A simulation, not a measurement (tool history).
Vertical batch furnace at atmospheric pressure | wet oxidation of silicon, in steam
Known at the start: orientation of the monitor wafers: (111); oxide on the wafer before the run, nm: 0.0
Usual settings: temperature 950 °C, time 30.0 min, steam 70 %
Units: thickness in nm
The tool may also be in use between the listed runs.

| run | hour | temperature | time | steam | wafers since the last listed run | hours since the last temperature calibration | hours since the steam generator was serviced | hours since the gauge calibration | read-back reference wafer on the same gauge, thickness | thickness |
|---|---|---|---|---|---|---|---|---|---|---|
| 1 | 0.0 | 950 | 30.0 | 62 | 0 | 1857.2 | 2243.5 | 162.3 | 191.94 | 163.59 |
| 2 | 9.4 | 950 | 30.0 | 70 | 159 | 1866.6 | 2252.9 | 171.7 | 191.85 | 179.91 |
| 3 | 18.4 | 950 | 30.0 | 70 | 153 | 1875.6 | 2261.9 | 180.7 | 191.99 | 178.91 |
| 4 | 33.5 | 950 | 30.0 | 70 | 256 | 1890.7 | 2277.0 | 195.8 | 191.96 | 179.43 |
| 5 | 76.1 | 950 | 30.0 | 70 | 724 | 1933.3 | 2319.6 | 238.4 | 191.92 | 179.05 |
| 6 | 83.5 | 950 | 30.0 | 70 | 125 | 1940.7 | 2327.0 | 245.8 | 191.95 | 179.36 |
| 7 | 97.6 | 950 | 30.0 | 70 | 239 | 1954.8 | 2341.1 | 259.9 | 192.14 | 179.18 |
| 8 | 113.4 | 950 | 30.0 | 70 | 268 | 1970.6 | 2356.9 | 275.7 | 191.89 | 179.03 |
| 9 | 129.5 | 950 | 19.0 | 70 | 273 | 1986.7 | 2373.0 | 291.8 | 192.08 | 124.90 |
| 10 | 139.9 | 950 | 30.0 | 70 | 176 | 1997.1 | 2383.4 | 302.2 | 191.92 | 180.05 |
| 11 | 150.0 | 950 | 39.0 | 78 | 171 | 2007.2 | 2393.5 | 312.3 | 192.07 | 239.06 |
| 12 | 157.0 | 950 | 38.5 | 70 | 119 | 2014.2 | 2400.5 | 319.3 | 191.99 | 217.40 |
|  | 163.9 | gauge calibrated |
| 13 | 173.3 | 950 | 38.5 | 70 | 277 | 2030.5 | 2416.8 | 9.4 | 192.15 | 216.37 |
| 14 | 179.9 | 950 | 38.5 | 70 | 112 | 2037.1 | 2423.4 | 16.0 | 192.07 | 217.01 |
| 15 | 195.7 | 967 | 30.0 | 70 | 268 | 2052.9 | 2439.2 | 31.8 | 191.99 | 209.28 |
| 16 | 209.5 | 967 | 30.0 | 70 | 234 | 2066.7 | 2453.0 | 45.6 | 192.05 | 209.67 |
| 17 | 226.0 | 967 | 30.0 | 70 | 280 | 2083.2 | 2469.5 | 62.1 | 192.03 | 209.86 |
| 18 | 232.6 | 950 | 30.0 | 70 | 112 | 2089.8 | 2476.1 | 68.7 | 192.03 | 179.43 |
| 19 | 244.7 | 950 | 37.0 | 70 | 205 | 2101.9 | 2488.2 | 80.8 | 192.01 | 210.90 |
|  | 282.4 | steam generator serviced |
| 20 | 282.9 | 937 | 30.0 | 70 | 241 | 2140.1 | 0.5 | 119.0 | 191.98 | 157.63 |
| 21 | 286.7 | 950 | 15.5 | 70 | 64 | 2143.9 | 4.3 | 122.8 | 192.05 | 105.38 |
| 22 | 290.5 | 950 | 30.0 | 70 | 64 | 2147.7 | 8.1 | 126.6 | 191.89 | 179.87 |
| 23 | 296.8 | 950 | 30.0 | 70 | 107 | 2154.0 | 14.4 | 132.9 | 192.04 | 179.35 |
|  | 324.3 | thermocouples replaced and temperature profile calibrated |
| 24 | 324.8 | 937 | 36.0 | 65 | 68 | 0.5 | 42.4 | 160.9 | 191.97 | 164.73 |
| 25 | 328.6 | 974 | 19.0 | 70 | 64 | 4.3 | 46.2 | 164.7 | 192.09 | 150.65 |
| 26 | 332.4 | 974 | 21.0 | 61 | 64 | 8.1 | 50.0 | 168.5 | 192.00 | 146.81 |
| 27 | 341.8 | 966 | 24.0 | 78 | 159 | 17.5 | 59.4 | 177.9 | 191.98 | 182.98 |
| 28 | 350.2 | 950 | 25.5 | 70 | 142 | 25.9 | 67.8 | 186.3 | 192.15 | 150.89 |
| 29 | 384.8 | 950 | 18.0 | 70 | 588 | 60.5 | 102.4 | 220.9 | 191.96 | 113.45 |
| 30 | 395.5 | 950 | 30.0 | 81 | 181 | 71.2 | 113.1 | 231.6 | 192.02 | 192.28 |
| 31 | 402.2 | 950 | 30.0 | 60 | 113 | 77.9 | 119.8 | 238.3 | 192.10 | 152.52 |
| 32 | 412.2 | 967 | 30.0 | 70 | 170 | 87.9 | 129.8 | 248.3 | 192.02 | 202.02 |
| 33 | 418.6 | 965 | 39.5 | 77 | 108 | 94.3 | 136.2 | 254.7 | 192.11 | 260.98 |
| 34 | 427.3 | 936 | 42.5 | 70 | 147 | 103.0 | 144.9 | 263.4 | 191.90 | 198.15 |
| 35 | 444.1 | 974 | 21.0 | 61 | 285 | 119.8 | 161.7 | 280.2 | 192.01 | 147.92 |
| 36 | 456.9 | 965 | 41.0 | 81 | 217 | 132.6 | 174.5 | 293.0 | 192.08 | 277.96 |

The tool's hidden state at each run:
steam share off its setpoint, % of the setpoint: 0 in every run
gauge reads high (%): 0 in every run
H1: true tube temperature minus thermocouple reading, K
| run | H1 |
|---|---|
| 1 | 5.39 |
| 2 | 5.4 |
| 3 | 5.4 |
| 4 | 5.41 |
| 5 | 5.42 |
| 6 | 5.43 |
| 7 | 5.43 |
| 8 | 5.44 |
| 9 | 5.44 |
| 10 | 5.45 |
| 11 | 5.45 |
| 12 | 5.45 |
| 13 | 5.46 |
| 14 | 5.46 |
| 15 | 5.47 |
| 16 | 5.47 |
| 17 | 5.48 |
| 18 | 5.48 |
| 19 | 5.48 |
| 20 | 5.49 |
| 21 | 5.5 |
| 22 | 5.5 |
| 23 | 5.5 |
| 24 | 0.529 |
| 25 | 0.56 |
| 26 | 0.591 |
| 27 | 0.666 |
| 28 | 0.733 |
| 29 | 0.999 |
| 30 | 1.08 |
| 31 | 1.13 |
| 32 | 1.2 |
| 33 | 1.25 |
| 34 | 1.31 |
| 35 | 1.42 |
| 36 | 1.51 |
